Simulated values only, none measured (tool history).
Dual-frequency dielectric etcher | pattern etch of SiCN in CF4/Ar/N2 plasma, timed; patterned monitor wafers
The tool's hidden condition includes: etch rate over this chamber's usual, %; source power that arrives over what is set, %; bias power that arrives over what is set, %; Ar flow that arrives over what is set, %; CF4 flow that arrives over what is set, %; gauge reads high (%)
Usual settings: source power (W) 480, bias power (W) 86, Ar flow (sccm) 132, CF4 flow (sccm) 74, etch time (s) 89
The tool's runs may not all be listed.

run    hour  source power (W)  bias power (W)  Ar flow (sccm)  CF4 flow (sccm)  etch time (s)  wafers since the last listed run  hours since the last wet clean  hours since the last source power generator calibration  hours since the last bias power generator calibration  hours since the last Ar flow controller change  hours since the last CF4 flow controller change  hours since the last upper electrode change  hours since the gauge calibration  read-back reference wafer on the same gauge, depth_nm  mean etch depth across the wafer (Å)
  1       0               390              86             132               74             89                                 0                           141.7                                                   3579.1                                                 2059.1                                          3712.9                                           5588.4                                       2764.4                             1490.1                                                   76.5                                   535
  2    95.9               390              86             132               74             89                              1031                           237.6                                                     3675                                                   2155                                          3808.8                                           5684.3                                       2860.3                               1586                                                   76.4                                   537
  3   185.2               450              86             132               74             89                               960                           326.9                                                   3764.3                                                 2244.3                                          3898.1                                           5773.6                                       2949.6                             1675.3                                                   76.3                                   624
  4   259.6               450              86             132               74             89                               800                           401.3                                                   3838.7                                                 2318.7                                          3972.5                                             5848                                         3024                             1749.7                                                   76.2                                   622
  5   351.9               480              86             132               74             89                               993                           493.6                                                     3931                                                   2411                                          4064.8                                           5940.3                                       3116.3                               1842                                                   76.1                                   658
      448.9  -- gauge calibrated
  6   450.4               480              86             132               74             89                              1059                           592.1                                                   4029.5                                                 2509.5                                          4163.3                                           6038.8                                       3214.8                                1.5                                                   76.3                                   658
  7   490.9               480              86             132               74             89                               435                           632.6                                                     4070                                                   2550                                          4203.8                                           6079.3                                       3255.3                                 42                                                   76.3                                   664
      549.7  -- wet clean of the chamber
  8   571.7               480              74             101               74             89                               611                              22                                                   4150.8                                                 2630.8                                          4284.6                                           6160.1                                       3336.1                              122.8                                                   76.2                                   650
  9   652.1               480              86             132               74             89                               864                           102.4                                                   4231.2                                                 2711.2                                            4365                                           6240.5                                       3416.5                              203.2                                                   76.4                                   654
      667.6  -- bias power generator calibrated
        705  -- upper electrode replaced
 10   718.3               480              86             132               74             89                               410                           168.6                                                   4297.4                                                   50.7                                          4431.2                                           6306.7                                         13.3                              269.4                                                   76.3                                   656
 11     779               480              76             132               74             89                               653                           229.3                                                   4358.1                                                  111.4                                          4491.9                                           6367.4                                           74                              330.1                                                   76.3                                   630
 12   938.4               560              86             132               60             89                              1714                           388.7                                                   4517.5                                                  270.8                                          4651.3                                           6526.8                                        233.4                              489.5                                                   76.2                                   731
     1012.6  -- Ar flow controller replaced
     1020.7  -- source power generator calibrated
     1041.7  -- CF4 flow controller replaced
 13  1045.3               480              86             132               69             89                               977                           495.6                                                     24.6                                                  377.7                                            32.7                                              3.6                                        340.3                              596.4                                                   76.2                                   686

Run 14 is up next; what results do you expect?
     1107.5  -- wet clean of the chamber
 14  1108               590              75             110               74             89                               416                             0.5                                                     87.3                                                  440.4                                            95.4                                             66.3                                          403                              659.1                                                      ?                                     ?

read-back reference wafer on the same gauge, depth_nm: 76.3
mean etch depth across the wafer (Å): 833
With no hidden state in the tool, this same run would have given mean etch depth across the wafer (Å) 834.
